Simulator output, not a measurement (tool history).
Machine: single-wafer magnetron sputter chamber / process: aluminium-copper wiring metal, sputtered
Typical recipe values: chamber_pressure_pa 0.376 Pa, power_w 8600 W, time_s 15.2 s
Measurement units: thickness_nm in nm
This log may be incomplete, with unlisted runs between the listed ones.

run     day  chamber_pressure_pa  power_w  time_s  read-back reference wafer on the same gauge, thickness_nm  thickness_nm
  1   0.000                0.376     8600    15.2                                                    228.545       235.549
  2   1.233                0.376     8600    15.2                                                    228.572       236.988
  3   2.771                0.376     8600    15.2                                                    228.052       234.601
  4   5.004                0.376     8600    15.2                                                    227.921       234.554
      7.396  -- sputter target and shields replaced
  5   7.417                0.376     8600    17.1                                                    227.712       264.666
  6   9.017                0.376     8600    17.1                                                    227.177       264.093
  7  15.554                0.376     8600    17.1                                                    226.646       262.489
     17.983  -- sputter target and shields replaced
  8  18.525                0.376     8600    15.2                                                    226.131       231.595
  9  21.104                0.376     8600    15.2                                                    225.766       231.582
 10  22.196                0.490    10000    12.2                                                    225.686       200.228
 11  23.679                0.376     6850    13.3                                                    225.143       162.359
 12  26.333                0.376     8600    17.0                                                    224.972       260.065
     26.775  -- sputter target and shields replaced
     27.717  -- magnet pack replaced
 13  28.696                0.376     8600    13.0                                                    224.828       199.005
 14  30.488                0.319     8600    13.3                                                    224.560       210.678
     31.788  -- capacitance manometer re-zeroed and calibrated
 15  33.225                0.376     8600    15.2                                                    224.165       230.769
     34.638  -- sputter target and shields replaced
 16  34.933                0.463     8600    16.8                                                    224.035       239.250
     35.133  -- gauge calibrated
 17  37.283                0.376     8600    15.2                                                    228.375       235.962
 18  43.388                0.425    10050    16.5                                                    227.624       287.603
     44.404  -- sputter target and shields replaced
 19  46.142                0.296     6900    18.1                                                    227.129       236.907

Predict each of these 5 candidate next runs independently; none follows another, all start after run 19:
  A  46.158                0.376     8600    15.2                                                          ?             ?
  B  46.158                0.376     7850    15.2                                                          ?             ?
  C  46.158                0.479     7600    12.3                                                          ?             ?
  D  46.158                0.376     7000    16.9                                                          ?             ?
  E  46.158                0.249    10000    13.7                                                          ?             ?

run  read-back reference wafer on the same gauge, thickness_nm  thickness_nm
  A                                                    226.983       233.737
  B                                                    226.983       213.353
  C                                                    226.983       155.424
  D                                                    226.983       211.529
  E                                                    226.983       268.717
Stripped of hidden state, with their random variation kept, the same runs would have yielded:
run  thickness_nm
  A       235.581
  B       215.036
  C       156.651
  D       213.198
  E       270.837
